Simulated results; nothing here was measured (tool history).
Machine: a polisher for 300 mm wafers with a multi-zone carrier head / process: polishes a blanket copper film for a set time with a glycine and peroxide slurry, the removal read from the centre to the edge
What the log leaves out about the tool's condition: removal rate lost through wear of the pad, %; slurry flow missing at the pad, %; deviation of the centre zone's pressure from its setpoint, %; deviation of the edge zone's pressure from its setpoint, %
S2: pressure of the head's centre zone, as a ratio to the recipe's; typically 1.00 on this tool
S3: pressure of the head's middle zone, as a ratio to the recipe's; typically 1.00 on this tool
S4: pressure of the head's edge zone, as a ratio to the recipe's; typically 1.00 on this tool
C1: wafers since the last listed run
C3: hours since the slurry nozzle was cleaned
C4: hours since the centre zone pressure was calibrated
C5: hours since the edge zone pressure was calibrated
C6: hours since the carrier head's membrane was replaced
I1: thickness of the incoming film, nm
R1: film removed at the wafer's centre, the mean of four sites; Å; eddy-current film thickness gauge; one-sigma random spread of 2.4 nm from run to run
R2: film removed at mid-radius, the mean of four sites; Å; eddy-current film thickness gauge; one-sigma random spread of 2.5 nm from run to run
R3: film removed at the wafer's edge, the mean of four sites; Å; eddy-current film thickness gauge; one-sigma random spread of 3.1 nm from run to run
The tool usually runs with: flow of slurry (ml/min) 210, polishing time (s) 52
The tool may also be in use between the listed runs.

Run 1, hour 0.0: usual settings but polishing time (s) 38; C1 0; wafers polished on this pad 507; C3 82.4; C4 789.2; C5 796.5; C6 542.2; I1 2172.6. Result: R1 1478 Å, R2 1498 Å, R3 1562 Å.
Run 2, hour 64.3: usual settings but polishing time (s) 38; C1 623; wafers polished on this pad 1130; C3 146.7; C4 853.5; C5 860.8; C6 606.5; I1 2149.2. Result: R1 1438 Å, R2 1501 Å, R3 1509 Å.
Run 3, hour 135.2: usual settings but polishing time (s) 38; C1 687; wafers polished on this pad 1818; C3 217.6; C4 924.4; C5 931.7; C6 677.4; I1 2169.7. Result: R1 1438 Å, R2 1425 Å, R3 1458 Å.
At hour 156.3: worn pad replaced by a new one.
Run 4, hour 166.6: usual settings; C1 265; wafers polished on this pad 99; C3 249.0; C4 955.8; C5 963.1; C6 708.8; I1 2180.5. Result: R1 2051 Å, R2 2097 Å, R3 2104 Å.
Run 5, hour 231.4: usual settings; C1 628; wafers polished on this pad 727; C3 313.8; C4 1020.6; C5 1027.9; C6 773.6; I1 2149.9. Result: R1 2057 Å, R2 2092 Å, R3 2101 Å.
Run 6, hour 275.6: usual settings; C1 428; wafers polished on this pad 1156; C3 358.0; C4 1064.8; C5 1072.1; C6 817.8; I1 2142.6. Result: R1 2031 Å, R2 2112 Å, R3 2116 Å.
Run 7, hour 322.6: usual settings; C1 455; wafers polished on this pad 1611; C3 405.0; C4 1111.8; C5 1119.1; C6 864.8; I1 2164.4. Result: R1 1956 Å, R2 1961 Å, R3 2119 Å.
At hour 330.7: worn pad replaced by a new one.
At hour 356.2: slurry nozzle cleaned.
Run 8, hour 374.2: usual settings; C1 451; wafers polished on this pad 411; C3 18.0; C4 1163.4; C5 1170.7; C6 916.4; I1 2182.4. Result: R1 2059 Å, R2 2111 Å, R3 2202 Å.
Run 9, hour 423.1: usual settings; C1 473; wafers polished on this pad 885; C3 66.9; C4 1212.3; C5 1219.6; C6 965.3; I1 2186.2. Result: R1 2011 Å, R2 2074 Å, R3 2108 Å.
At hour 467.3: centre zone pressure recalibrated.
Run 10, hour 474.6: usual settings; C1 479; wafers polished on this pad 1365; C3 118.4; C4 7.3; C5 1271.1; C6 1016.8; I1 2214.1. Result: R1 1998 Å, R2 2094 Å, R3 2102 Å.
At hour 525.3: worn pad replaced by a new one.
Run 11, hour 528.5: usual settings but flow of slurry (ml/min) 155, polishing time (s) 57; C1 483; wafers polished on this pad 30; C3 172.3; C4 61.2; C5 1325.0; C6 1070.7; I1 2214.1. Result: R1 2102 Å, R2 2182 Å, R3 2289 Å.
Run 12, hour 577.0: usual settings but S3 1.10, polishing time (s) 68; C1 470; wafers polished on this pad 500; C3 220.8; C4 109.7; C5 1373.5; C6 1119.2; I1 2238.9. Result: R1 2674 Å, R2 2920 Å, R3 2822 Å.
At hour 592.6: edge zone pressure recalibrated.
At hour 634.8: carrier head's membrane replaced by a new one, of another model than before.
Run 13, hour 635.3: usual settings but flow of slurry (ml/min) 170, polishing time (s) 39; C1 497; wafers polished on this pad 998; C3 279.1; C4 168.0; C5 42.7; C6 0.5; I1 2225.7. Result: R1 1459 Å, R2 1489 Å, R3 1611 Å.
Run 14, hour 694.2: usual settings but flow of slurry (ml/min) 190, S3 0.90; C1 570; wafers polished on this pad 1569; C3 338.0; C4 226.9; C5 101.6; C6 59.4; I1 2178.9. Result: R1 1967 Å, R2 1845 Å, R3 2026 Å.
At hour 741.2: worn pad replaced by a new one.
Run 15, hour 744.1: usual settings; C1 444; wafers polished on this pad 28; C3 387.9; C4 276.8; C5 151.5; C6 109.3; I1 2194.2. Result: R1 2093 Å, R2 2085 Å, R3 2133 Å.
Run 16, hour 792.2: usual settings; C1 466; wafers polished on this pad 494; C3 436.0; C4 324.9; C5 199.6; C6 157.4; I1 2206.1. Result: R1 2053 Å, R2 2133 Å, R3 2089 Å.
Run 17, hour 840.1: usual settings but flow of slurry (ml/min) 155, S2 0.95, polishing time (s) 43; C1 464; wafers polished on this pad 958; C3 483.9; C4 372.8; C5 247.5; C6 205.3; I1 2203.6. Result: R1 1524 Å, R2 1664 Å, R3 1687 Å.
At hour 856.3: slurry nozzle cleaned.
Run 18, hour 875.9: usual settings but S3 0.94, S4 0.97, polishing time (s) 39; C1 337; wafers polished on this pad 1296; C3 19.6; C4 408.6; C5 283.3; C6 241.1; I1 2221.0. Result: R1 1471 Å, R2 1496 Å, R3 1560 Å.
Run 19, hour 930.5: usual settings; C1 529; wafers polished on this pad 1825; C3 74.2; C4 463.2; C5 337.9; C6 295.7; I1 2167.6. Result: R1 1916 Å, R2 1990 Å, R3 2028 Å.
At hour 964.5: worn pad replaced by a new one.
Run 20, hour 983.1: usual settings but polishing time (s) 70; C1 471; wafers polished on this pad 180; C3 126.8; C4 515.8; C5 390.5; C6 348.3; I1 2228.7. Result: R1 2778 Å, R2 2879 Å, R3 3001 Å.

4 options for the next run, each taken on its own from the tool as it stands now. Forecast them:
Run A, hour 983.5: usual settings but S3 0.91; C1 3; wafers polished on this pad 184; C3 127.2; C4 516.2; C5 390.9; C6 348.7; I1 2219.1. Result: R1 ?, R2 ?, R3 ?.
Run B, hour 983.5: usual settings but S3 1.06; C1 3; wafers polished on this pad 184; C3 127.2; C4 516.2; C5 390.9; C6 348.7; I1 2219.1. Result: R1 ?, R2 ?, R3 ?.
Run C, hour 983.5: usual settings but S4 1.11; C1 3; wafers polished on this pad 184; C3 127.2; C4 516.2; C5 390.9; C6 348.7; I1 2219.1. Result: R1 ?, R2 ?, R3 ?.
Run D, hour 983.5: usual settings but S2 1.06, polishing time (s) 61; C1 3; wafers polished on this pad 184; C3 127.2; C4 516.2; C5 390.9; C6 348.7; I1 2219.1. Result: R1 ?, R2 ?, R3 ?.

run    R1    R2    R3
  A  2041  2034  2139
  B  2043  2233  2136
  C  2042  2153  2319
  D  2485  2525  2507
Take away the tool's hidden state, keep each run's random variation, and the runs would have read:
run    R1    R2    R3
  A  2044  2037  2142
  B  2046  2236  2139
  C  2045  2156  2322
  D  2488  2529  2511
